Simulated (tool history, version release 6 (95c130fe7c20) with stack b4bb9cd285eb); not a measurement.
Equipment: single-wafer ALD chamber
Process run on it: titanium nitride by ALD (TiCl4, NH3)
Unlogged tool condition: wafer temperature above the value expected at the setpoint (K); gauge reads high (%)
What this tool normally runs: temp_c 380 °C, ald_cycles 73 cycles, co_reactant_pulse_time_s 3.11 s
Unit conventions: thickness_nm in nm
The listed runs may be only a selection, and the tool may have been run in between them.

run    hour  temp_c  ald_cycles  co_reactant_pulse_time_s  wafers since the last listed run  hours since the last thermocouple change  hours since the showerhead was replaced  hours since the gauge calibration  read-back reference wafer on the same gauge, thickness_nm  thickness_nm
  1       0     380          73                      3.11                                 0                                    1248.6                                   3104.4                              396.5                                                      1.819         1.632
  2    44.7     380          73                      3.11                               154                                    1293.3                                   3149.1                              441.2                                                      1.819         1.626
  3    79.5     380          73                      3.11                               119                                    1328.1                                   3183.9                                476                                                      1.817         1.631
  4   124.3     380          73                      3.11                               154                                    1372.9                                   3228.7                              520.8                                                      1.816         1.632
  5   159.7     383          73                      3.11                               122                                    1408.3                                   3264.1                              556.2                                                      1.813         1.632
  6   212.6     383          73                      3.11                               182                                    1461.2                                     3317                              609.1                                                      1.814         1.628
  7   269.1     380          73                      3.11                               194                                    1517.7                                   3373.5                              665.6                                                      1.813         1.626
  8   326.9     380          73                      3.11                               199                                    1575.5                                   3431.3                              723.4                                                      1.814         1.628
      375.2  -- gauge calibrated
  9   386.4     380          73                      3.11                               205                                      1635                                   3490.8                               11.2                                                      1.862         1.669
 10   442.4     380          73                      3.11                               193                                      1691                                   3546.8                               67.2                                                       1.85         1.657
 11   492.7     380          73                      3.11                               173                                    1741.3                                   3597.1                              117.5                                                      1.842         1.653
 12   526.8     380          83                      2.23                               117                                    1775.4                                   3631.2                              151.6                                                      1.836         1.855
 13   557.1     380          73                      3.76                               104                                    1805.7                                   3661.5                              181.9                                                      1.835         1.659
 14   609.1     380          84                      3.11                               179                                    1857.7                                   3713.5                              233.9                                                      1.831         1.896
        624  -- thermocouple changed; heater temperature recalibrated
        627  -- showerhead replaced
 15   634.4     380          73                      3.11                                49                                      10.4                                      7.4                              259.2                                                      1.828         1.642
 16   845.1     380          84                      3.88                               726                                     221.1                                    218.1                              469.9                                                      1.816          1.89
 17   892.5     380          73                      3.11                               163                                     268.5                                    265.5                              517.3                                                      1.815         1.635
 18   944.5     376          82                      4.32                               179                                     320.5                                    317.5                              569.3                                                      1.815         1.852
 19  1005.2     393          65                      4.33                               209                                     381.2                                    378.2                                630                                                      1.813         1.473
     1017.2  -- gauge calibrated
 20  1056.9     387          73                      4.34                               178                                     432.9                                    429.9                               39.7                                                      1.854         1.687
 21  1094.6     386          63                      4.35                               129                                     470.6                                    467.6                               77.4                                                      1.847         1.451
 22  1132.8     368          80                      2.47                               131                                     508.8                                    505.8                              115.6                                                       1.84          1.76

What differs in the tool's unlogged condition from the final listed run ahead of each entry between runs to the first listed run following it?
Between runs 8 and 9: gauge calibrated (hour 375.2)
  gauge reads high (%): -2.55 -> 0.0474
  what was measured, less what the result would be without the hidden state, thickness_nm: -0.042 -> +0.001 nm
Between runs 14 and 15: thermocouple changed; heater temperature recalibrated (hour 624); showerhead replaced (hour 627)
  gauge reads high (%): -1.65 -> -1.76
  what was measured, less what the result would be without the hidden state, thickness_nm: -0.032 -> -0.03 nm
Between runs 19 and 20: gauge calibrated (hour 1017.2)
  gauge reads high (%): -2.49 -> -0.368
  what was measured, less what the result would be without the hidden state, thickness_nm: -0.038 -> -0.006 nm
